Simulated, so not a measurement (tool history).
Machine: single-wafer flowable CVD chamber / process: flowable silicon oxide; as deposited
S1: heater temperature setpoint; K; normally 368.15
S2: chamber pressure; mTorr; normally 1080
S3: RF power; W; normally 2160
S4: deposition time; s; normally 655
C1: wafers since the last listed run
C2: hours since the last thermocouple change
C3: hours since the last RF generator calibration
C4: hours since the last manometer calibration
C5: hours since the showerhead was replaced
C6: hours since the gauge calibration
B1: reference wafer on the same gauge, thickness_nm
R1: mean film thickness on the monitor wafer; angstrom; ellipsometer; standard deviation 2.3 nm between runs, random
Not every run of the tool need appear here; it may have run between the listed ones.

run	day	S1	S2	S3	S4	C1	C2	C3	C4	C5	C6	B1	R1
1	0.000	368.15	1080	2160	655	0	2424.1	2095.0	947.2	3533.5	96.1	672.407	5531.40
2	0.258	380.15	1080	2160	655	26	2430.3	2101.2	953.4	3539.7	102.3	673.436	3908.61
3	0.542	368.15	1080	2160	655	29	2437.1	2108.0	960.2	3546.5	109.1	672.992	5530.14
4	0.838	368.15	1080	2160	655	30	2444.2	2115.1	967.3	3553.6	116.2	673.019	5495.82
5	1.138	368.15	1080	2160	655	31	2451.4	2122.3	974.5	3560.8	123.4	672.884	5510.17
# day 1.179: gauge calibrated
6	1.792	368.15	1080	2160	655	67	2467.1	2138.0	990.2	3576.5	14.7	672.194	5518.28
7	2.192	368.15	1080	2160	655	41	2476.7	2147.6	999.8	3586.1	24.3	672.873	5496.64
8	2.562	368.15	1080	2160	655	38	2485.6	2156.5	1008.7	3595.0	33.2	673.193	5506.23
# day 2.933: thermocouple changed; heater temperature recalibrated
9	2.954	368.15	1080	2160	655	6	0.5	2165.9	1018.1	3604.4	42.6	672.875	6702.98
10	3.254	368.15	1080	2160	655	31	7.7	2173.1	1025.3	3611.6	49.8	673.112	6690.77
11	3.592	368.15	1080	2160	655	34	15.8	2181.2	1033.4	3619.7	57.9	672.913	6726.02
# day 4.438: capacitance manometer re-zeroed and calibrated
12	4.458	375.15	880	1950	726	55	36.6	2202.0	0.5	3640.5	78.7	672.724	4407.09
13	4.979	368.15	1210	2160	601	53	49.1	2214.5	13.0	3653.0	91.2	673.680	6461.01
# day 5.438: RF generator calibrated
14	5.458	378.15	1080	1970	562	15	60.6	0.5	24.5	3664.5	102.7	672.996	3873.39
15	5.692	368.15	1180	2320	655	24	66.2	6.1	30.1	3670.1	108.3	673.205	7024.80
16	6.004	368.15	1080	2160	655	32	73.7	13.6	37.6	3677.6	115.8	673.091	6324.07
17	6.358	368.15	840	2160	655	36	82.2	22.1	46.1	3686.1	124.3	672.821	4817.54
# day 6.792: showerhead replaced
18	6.921	354.15	1010	2470	539	23	95.7	35.6	59.6	3.1	137.8	672.854	7404.57
# day 7.179: gauge calibrated
19	7.367	368.15	1220	2005	588	46	106.4	46.3	70.3	13.8	4.5	673.240	6320.45
20	7.950	368.15	1080	2160	655	60	120.4	60.3	84.3	27.8	18.5	673.330	6404.96
21	8.550	375.15	1080	2330	655	62	134.8	74.7	98.7	42.2	32.9	673.347	5308.61
22	9.025	368.15	1080	2160	655	49	146.2	86.1	110.1	53.6	44.3	673.396	6443.50

Consider 3 possible next runs. They are alternatives, not a sequence: every one starts from the tool as it was left by run 22. What does each give?
A	9.050	368.15	1080	2160	655	2	146.8	86.7	110.7	54.2	44.9	?	?
B	9.050	374.15	1080	2160	588	2	146.8	86.7	110.7	54.2	44.9	?	?
C	9.050	360.15	980	2325	739	2	146.8	86.7	110.7	54.2	44.9	?	?

run	B1	R1
A	672.596	6406.77
B	672.596	4830.17
C	672.596	8394.15
The same runs, with their run-to-run variation unchanged, on a tool lacking any hidden condition would have given:
run	R1
A	6552.70
B	4946.03
C	8535.05

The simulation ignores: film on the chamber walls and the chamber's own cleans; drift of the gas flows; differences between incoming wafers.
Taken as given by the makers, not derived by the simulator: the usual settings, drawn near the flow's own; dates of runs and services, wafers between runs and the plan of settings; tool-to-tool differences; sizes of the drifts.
